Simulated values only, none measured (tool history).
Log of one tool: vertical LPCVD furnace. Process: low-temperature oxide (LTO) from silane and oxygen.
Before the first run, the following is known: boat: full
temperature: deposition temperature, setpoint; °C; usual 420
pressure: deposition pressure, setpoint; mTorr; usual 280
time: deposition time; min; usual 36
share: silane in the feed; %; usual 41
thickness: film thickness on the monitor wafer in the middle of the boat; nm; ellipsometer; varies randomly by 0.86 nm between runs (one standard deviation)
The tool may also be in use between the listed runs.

| run | hour | temperature | pressure | time | share | read-back reference wafer on the same gauge, thickness | thickness |
|---|---|---|---|---|---|---|---|
| 1 | 0 | 412 | 280 | 36 | 41 | 528 | 491.33 |
| 2 | 33.3 | 412 | 280 | 36 | 41 | 528.06 | 489.67 |
| 3 | 46.4 | 412 | 280 | 36 | 41 | 528.07 | 488.99 |
| 4 | 79.2 | 420 | 325 | 36 | 41 | 528.11 | 615.78 |
| 5 | 101 | 420 | 325 | 36 | 41 | 528.04 | 615.99 |
| 6 | 114.3 | 420 | 325 | 36 | 41 | 527.92 | 617.36 |
| 7 | 139.3 | 415 | 280 | 36 | 41 | 528.16 | 504.15 |
| 8 | 172.7 | 415 | 280 | 36 | 41 | 527.94 | 506.03 |
|  | 199.8 | silane flow controller replaced |
| 9 | 203.5 | 415 | 280 | 36 | 41 | 528.04 | 546.82 |
| 10 | 230.1 | 420 | 280 | 36 | 41 | 527.94 | 575.28 |
| 11 | 250.1 | 420 | 280 | 49 | 41 | 527.87 | 780.39 |
|  | 279.4 | silane flow controller replaced, repeated, since the last time left the tool worse |
|  | 285.4 | thermocouples replaced and temperature profile calibrated |
|  | 295.5 | pressure gauge zeroed |
| 12 | 296 | 429 | 245 | 36 | 41 | 527.88 | 524.62 |
| 13 | 319.2 | 413 | 280 | 46 | 41 | 527.88 | 651.51 |
|  | 334.8 | gauge calibrated |
| 14 | 348.6 | 420 | 325 | 36 | 41 | 528.28 | 635.7 |
| 15 | 365.3 | 413 | 305 | 36 | 44 | 528 | 597.45 |
| 16 | 388.5 | 413 | 325 | 36 | 41 | 527.78 | 592.26 |
| 17 | 416.1 | 420 | 280 | 36 | 45 | 527.87 | 603.25 |
| 18 | 439.7 | 420 | 300 | 36 | 41 | 528.01 | 588.24 |
| 19 | 469.3 | 420 | 280 | 36 | 41 | 528.15 | 548.26 |
| 20 | 499.7 | 428 | 280 | 44.5 | 41 | 527.96 | 734.6 |

5 options for the next run, each taken on its own from the tool as it stands now. Forecast them:
| A | 503.7 | 420 | 320 | 36 | 41 | ? | ? |
| B | 503.7 | 420 | 315 | 25.5 | 41 | ? | ? |
| C | 503.7 | 420 | 350 | 28 | 43 | ? | ? |
| D | 503.7 | 420 | 245 | 36 | 41 | ? | ? |
| E | 503.7 | 428 | 280 | 36 | 41 | ? | ? |

| run | read-back reference wafer on the same gauge, thickness | thickness |
|---|---|---|
| A | 528.05 | 628.29 |
| B | 528.05 | 438.08 |
| C | 528.05 | 562.09 |
| D | 528.05 | 481.03 |
| E | 528.05 | 595.38 |
With the hidden condition removed and each run's random variation left untouched, the same runs would have given:
| run | thickness |
|---|---|
| A | 628.43 |
| B | 438.18 |
| C | 562.2 |
| D | 481.14 |
| E | 595.51 |
